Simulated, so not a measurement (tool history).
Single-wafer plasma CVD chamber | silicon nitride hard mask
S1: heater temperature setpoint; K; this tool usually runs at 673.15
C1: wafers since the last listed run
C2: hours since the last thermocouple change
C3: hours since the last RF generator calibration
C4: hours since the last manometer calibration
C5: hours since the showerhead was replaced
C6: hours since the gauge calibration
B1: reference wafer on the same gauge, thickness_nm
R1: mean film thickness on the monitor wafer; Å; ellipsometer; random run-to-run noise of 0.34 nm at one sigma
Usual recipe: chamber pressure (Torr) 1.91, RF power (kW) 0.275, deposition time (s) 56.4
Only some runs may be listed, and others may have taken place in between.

run 1 hour=0 | S1=673.15 chamber_pressure_(Torr)=1.91 RF_power_(kW)=0.25 deposition_time_(s)=56.4 | C1=0 C2=1471.4 C3=759.9 C4=1250 C5=4259.4 C6=617.1 | B1=56.966 | R1=636.1
run 2 hour=34 | S1=673.15 chamber_pressure_(Torr)=1.91 RF_power_(kW)=0.25 deposition_time_(s)=56.4 | C1=824 C2=1505.4 C3=793.9 C4=1284 C5=4293.4 C6=651.1 | B1=57.042 | R1=631.49
run 3 hour=54.8 | S1=673.15 chamber_pressure_(Torr)=1.66 RF_power_(kW)=0.275 deposition_time_(s)=56.4 | C1=504 C2=1526.2 C3=814.7 C4=1304.8 C5=4314.2 C6=671.9 | B1=56.943 | R1=653.12
run 4 hour=84.2 | S1=673.15 chamber_pressure_(Torr)=1.66 RF_power_(kW)=0.275 deposition_time_(s)=56.4 | C1=712 C2=1555.6 C3=844.1 C4=1334.2 C5=4343.6 C6=701.3 | B1=56.984 | R1=644.15
run 5 hour=118.4 | S1=673.15 chamber_pressure_(Torr)=1.66 RF_power_(kW)=0.275 deposition_time_(s)=56.4 | C1=829 C2=1589.8 C3=878.3 C4=1368.4 C5=4377.8 C6=735.5 | B1=56.975 | R1=653.81
run 6 hour=133.4 | S1=673.15 chamber_pressure_(Torr)=1.91 RF_power_(kW)=0.275 deposition_time_(s)=56.4 | C1=363 C2=1604.8 C3=893.3 C4=1383.4 C5=4392.8 C6=750.5 | B1=56.963 | R1=667.92
run 7 hour=154.5 | S1=673.15 chamber_pressure_(Torr)=1.91 RF_power_(kW)=0.275 deposition_time_(s)=56.4 | C1=511 C2=1625.9 C3=914.4 C4=1404.5 C5=4413.9 C6=771.6 | B1=57.036 | R1=667.27
run 8 hour=176 | S1=673.15 chamber_pressure_(Torr)=2.06 RF_power_(kW)=0.275 deposition_time_(s)=56.4 | C1=521 C2=1647.4 C3=935.9 C4=1426 C5=4435.4 C6=793.1 | B1=57.032 | R1=679.02
-- hour=184 gauge calibrated
run 9 hour=192.5 | S1=673.15 chamber_pressure_(Torr)=2.06 RF_power_(kW)=0.275 deposition_time_(s)=56.4 | C1=399 C2=1663.9 C3=952.4 C4=1442.5 C5=4451.9 C6=8.5 | B1=56.944 | R1=675.74
run 10 hour=216 | S1=673.15 chamber_pressure_(Torr)=1.91 RF_power_(kW)=0.275 deposition_time_(s)=56.4 | C1=569 C2=1687.4 C3=975.9 C4=1466 C5=4475.4 C6=32 | B1=57.022 | R1=661.47
run 11 hour=248.7 | S1=673.15 chamber_pressure_(Torr)=1.91 RF_power_(kW)=0.275 deposition_time_(s)=56.4 | C1=792 C2=1720.1 C3=1008.6 C4=1498.7 C5=4508.1 C6=64.7 | B1=56.973 | R1=666.55
-- hour=261.2 showerhead replaced
run 12 hour=261.7 | S1=673.15 chamber_pressure_(Torr)=1.91 RF_power_(kW)=0.275 deposition_time_(s)=56.4 | C1=121 C2=1733.1 C3=1021.6 C4=1511.7 C5=0.5 C6=77.7 | B1=56.981 | R1=661.74
run 13 hour=294.2 | S1=673.15 chamber_pressure_(Torr)=1.91 RF_power_(kW)=0.275 deposition_time_(s)=56.4 | C1=787 C2=1765.6 C3=1054.1 C4=1544.2 C5=33 C6=110.2 | B1=57.021 | R1=664.14
run 14 hour=319.3 | S1=682.15 chamber_pressure_(Torr)=1.91 RF_power_(kW)=0.25 deposition_time_(s)=56.4 | C1=608 C2=1790.7 C3=1079.2 C4=1569.3 C5=58.1 C6=135.3 | B1=56.949 | R1=631.64
run 15 hour=335.2 | S1=668.15 chamber_pressure_(Torr)=1.91 RF_power_(kW)=0.275 deposition_time_(s)=56.4 | C1=385 C2=1806.6 C3=1095.1 C4=1585.2 C5=74 C6=151.2 | B1=57.036 | R1=671.82
run 16 hour=370.5 | S1=681.15 chamber_pressure_(Torr)=1.91 RF_power_(kW)=0.245 deposition_time_(s)=56.4 | C1=855 C2=1841.9 C3=1130.4 C4=1620.5 C5=109.3 C6=186.5 | B1=56.923 | R1=623.51
-- hour=392.6 RF generator calibrated
run 17 hour=405.8 | S1=673.15 chamber_pressure_(Torr)=1.91 RF_power_(kW)=0.275 deposition_time_(s)=56.4 | C1=661 C2=1877.2 C3=13.2 C4=1655.8 C5=144.6 C6=221.8 | B1=57.085 | R1=667.54
-- hour=429 capacitance manometer re-zeroed and calibrated
run 18 hour=435.5 | S1=673.15 chamber_pressure_(Torr)=1.91 RF_power_(kW)=0.275 deposition_time_(s)=56.4 | C1=526 C2=1906.9 C3=42.9 C4=6.5 C5=174.3 C6=251.5 | B1=57.045 | R1=660.77
run 19 hour=464.9 | S1=681.15 chamber_pressure_(Torr)=1.91 RF_power_(kW)=0.295 deposition_time_(s)=63.9 | C1=712 C2=1936.3 C3=72.3 C4=35.9 C5=203.7 C6=280.9 | B1=57.08 | R1=777.52
run 20 hour=479.8 | S1=673.15 chamber_pressure_(Torr)=2.33 RF_power_(kW)=0.25 deposition_time_(s)=56.4 | C1=361 C2=1951.2 C3=87.2 C4=50.8 C5=218.6 C6=295.8 | B1=57.02 | R1=656.86
run 21 hour=492.1 | S1=660.15 chamber_pressure_(Torr)=1.91 RF_power_(kW)=0.23 deposition_time_(s)=48.3 | C1=298 C2=1963.5 C3=99.5 C4=63.1 C5=230.9 C6=308.1 | B1=57.105 | R1=526.8
-- hour=509.6 thermocouple changed; heater temperature recalibrated
run 22 hour=522.5 | S1=673.15 chamber_pressure_(Torr)=1.91 RF_power_(kW)=0.275 deposition_time_(s)=56.4 | C1=542 C2=12.9 C3=129.9 C4=93.5 C5=261.3 C6=338.5 | B1=57.027 | R1=668.52
run 23 hour=549.2 | S1=673.15 chamber_pressure_(Torr)=2.09 RF_power_(kW)=0.275 deposition_time_(s)=56.4 | C1=647 C2=39.6 C3=156.6 C4=120.2 C5=288 C6=365.2 | B1=57.047 | R1=672.95
run 24 hour=566 | S1=673.15 chamber_pressure_(Torr)=1.91 RF_power_(kW)=0.275 deposition_time_(s)=64 | C1=407 C2=56.4 C3=173.4 C4=137 C5=304.8 C6=382 | B1=56.941 | R1=761.06
run 25 hour=590.2 | S1=686.15 chamber_pressure_(Torr)=2.2 RF_power_(kW)=0.275 deposition_time_(s)=56.4 | C1=586 C2=80.6 C3=197.6 C4=161.2 C5=329 C6=406.2 | B1=56.957 | R1=674.6
run 26 hour=617.7 | S1=677.15 chamber_pressure_(Torr)=1.66 RF_power_(kW)=0.245 deposition_time_(s)=56.4 | C1=666 C2=108.1 C3=225.1 C4=188.7 C5=356.5 C6=433.7 | B1=56.999 | R1=611.82
run 27 hour=642.7 | S1=685.15 chamber_pressure_(Torr)=1.91 RF_power_(kW)=0.275 deposition_time_(s)=48.6 | C1=606 C2=133.1 C3=250.1 C4=213.7 C5=381.5 C6=458.7 | B1=56.929 | R1=576.55
run 28 hour=673.5 | S1=673.15 chamber_pressure_(Torr)=1.66 RF_power_(kW)=0.275 deposition_time_(s)=56.4 | C1=746 C2=163.9 C3=280.9 C4=244.5 C5=412.3 C6=489.5 | B1=57.019 | R1=651.88

Give the tool's hidden conditions for every run:
wafer temperature above the value expected at the setpoint (K): 0 in every run
delivered RF power above the setpoint (%): 0 in every run
true pressure above the setpoint (%): 0 in every run
gauge reads high (%): 0 in every run
